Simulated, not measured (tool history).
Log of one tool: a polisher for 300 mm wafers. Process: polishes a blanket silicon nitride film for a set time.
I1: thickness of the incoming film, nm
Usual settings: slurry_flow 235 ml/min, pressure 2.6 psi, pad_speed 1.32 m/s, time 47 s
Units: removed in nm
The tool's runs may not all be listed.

Run 1, hour 0.0: usual settings but pressure 3.2 psi, time 51 s; I1 862.3. Result: removed 103.7 nm.
Run 2, hour 41.7: usual settings but slurry_flow 285 ml/min, pad_speed 1.18 m/s; I1 881.8. Result: removed 75.4 nm.
At hour 79.8: worn pad replaced by a new one.
At hour 106.3: head pressure recalibrated.
Run 3, hour 110.6: usual settings but pressure 3.0 psi, time 58 s; I1 888.1. Result: removed 109.6 nm.
Run 4, hour 166.7: usual settings but pressure 3.0 psi, time 58 s; I1 880.8. Result: removed 109.9 nm.
Run 5, hour 200.7: usual settings but pressure 3.0 psi, time 58 s; I1 876.7. Result: removed 107.7 nm.
Run 6, hour 235.9: usual settings but slurry_flow 185 ml/min; I1 873.6. Result: removed 71.7 nm.
Run 7, hour 269.1: usual settings but slurry_flow 185 ml/min; I1 877.8. Result: removed 71.1 nm.
Run 8, hour 328.8: usual settings; I1 885.4. Result: removed 75.5 nm.
At hour 336.9: slurry nozzle cleaned.
Run 9, hour 369.7: usual settings; I1 870.4. Result: removed 77.9 nm.
Run 10, hour 406.0: usual settings; I1 873.8. Result: removed 77.9 nm.
Run 11, hour 461.0: usual settings; I1 879.0. Result: removed 78.5 nm.
Run 12, hour 493.7: usual settings but slurry_flow 270 ml/min, pressure 3.0 psi; I1 879.0. Result: removed 93.3 nm.
Run 13, hour 526.4: usual settings but pad_speed 1.54 m/s; I1 877.8. Result: removed 84.8 nm.
Run 14, hour 576.5: usual settings but time 37 s; I1 873.8. Result: removed 60.4 nm.
Run 15, hour 638.0: usual settings but pad_speed 1.00 m/s; I1 894.5. Result: removed 70.5 nm.
At hour 659.9: worn pad replaced by a new one.
Run 16, hour 706.0: usual settings but slurry_flow 295 ml/min, pressure 1.7 psi; I1 890.0. Result: removed 52.9 nm.
At hour 777.4: head pressure recalibrated.
Run 17, hour 777.8: usual settings but pressure 3.4 psi, pad_speed 1.04 m/s; I1 885.5. Result: removed 92.1 nm.
Run 18, hour 832.0: usual settings; I1 889.3. Result: removed 77.5 nm.
Run 19, hour 890.4: usual settings but pressure 2.3 psi; I1 877.6. Result: removed 69.5 nm.
At hour 980.8: slurry nozzle cleaned.
Run 20, hour 1063.1: usual settings but pad_speed 1.68 m/s, time 41 s; I1 869.1. Result: removed 77.9 nm.
Run 21, hour 1134.8: usual settings but pressure 1.7 psi, pad_speed 1.58 m/s, time 61 s; I1 882.8. Result: removed 74.4 nm.
Run 22, hour 1188.9: usual settings but pressure 3.4 psi, pad_speed 1.74 m/s, time 35 s; I1 887.1. Result: removed 88.4 nm.
At hour 1195.3: worn pad replaced by a new one.
Run 23, hour 1247.5: usual settings but slurry_flow 200 ml/min, pressure 2.2 psi; I1 889.8. Result: removed 64.7 nm.
Run 24, hour 1296.7: usual settings but pressure 2.9 psi, pad_speed 0.92 m/s, time 62 s; I1 880.4. Result: removed 100.5 nm.
Run 25, hour 1352.2: usual settings but slurry_flow 205 ml/min, pressure 1.8 psi, pad_speed 0.92 m/s, time 36 s; I1 893.8. Result: removed 34.9 nm.
Run 26, hour 1384.1: usual settings; I1 882.8. Result: removed 76.9 nm.
Run 27, hour 1442.9: usual settings; I1 866.0. Result: removed 78.0 nm.
At hour 1476.4: head pressure recalibrated.
Run 28, hour 1501.9: usual settings but pad_speed 1.62 m/s; I1 883.9. Result: removed 85.6 nm.
Run 29, hour 1565.8: usual settings but slurry_flow 215 ml/min, pressure 2.3 psi, pad_speed 1.62 m/s, time 60 s; I1 874.9. Result: removed 95.4 nm.
Run 30, hour 1613.5: usual settings but time 60 s; I1 875.2. Result: removed 97.6 nm.
At hour 1671.2: worn pad replaced by a new one.
Run 31, hour 1680.9: usual settings but pressure 3.2 psi, pad_speed 1.06 m/s; I1 867.3. Result: removed 84.0 nm.
At hour 1685.3: slurry nozzle cleaned.
Run 32, hour 1729.7: usual settings; I1 891.0. Result: removed 78.6 nm.
Run 33, hour 1777.7: usual settings but pad_speed 1.64 m/s; I1 870.8. Result: removed 89.0 nm.
Run 34, hour 1836.7: usual settings; I1 883.7. Result: removed 79.4 nm.
Run 35, hour 1894.4: usual settings but pressure 3.4 psi, time 42 s; I1 880.8. Result: removed 89.8 nm.
Run 36, hour 1956.3: usual settings but slurry_flow 280 ml/min, time 38 s; I1 890.3. Result: removed 65.3 nm.
Run 37, hour 2001.8: usual settings; I1 872.4. Result: removed 78.8 nm.

Forecast each of these 4 alternatives for the next run:
Run A, hour 2002.2: usual settings; I1 886.0. Result: removed ?.
Run B, hour 2002.2: usual settings but pad_speed 1.60 m/s, time 39 s; I1 886.0. Result: removed ?.
Run C, hour 2002.2: usual settings but pressure 3.0 psi, pad_speed 1.48 m/s, time 32 s; I1 886.0. Result: removed ?.
Run D, hour 2002.2: usual settings but slurry_flow 195 ml/min, pad_speed 1.68 m/s, time 61 s; I1 886.0. Result: removed ?.

run  removed
  A     79.4
  B     72.6
  C     66.0
  D    113.3
Without the tool's hidden state the same runs would have given:
run  removed
  A     80.7
  B     73.7
  C     67.1
  D    115.5
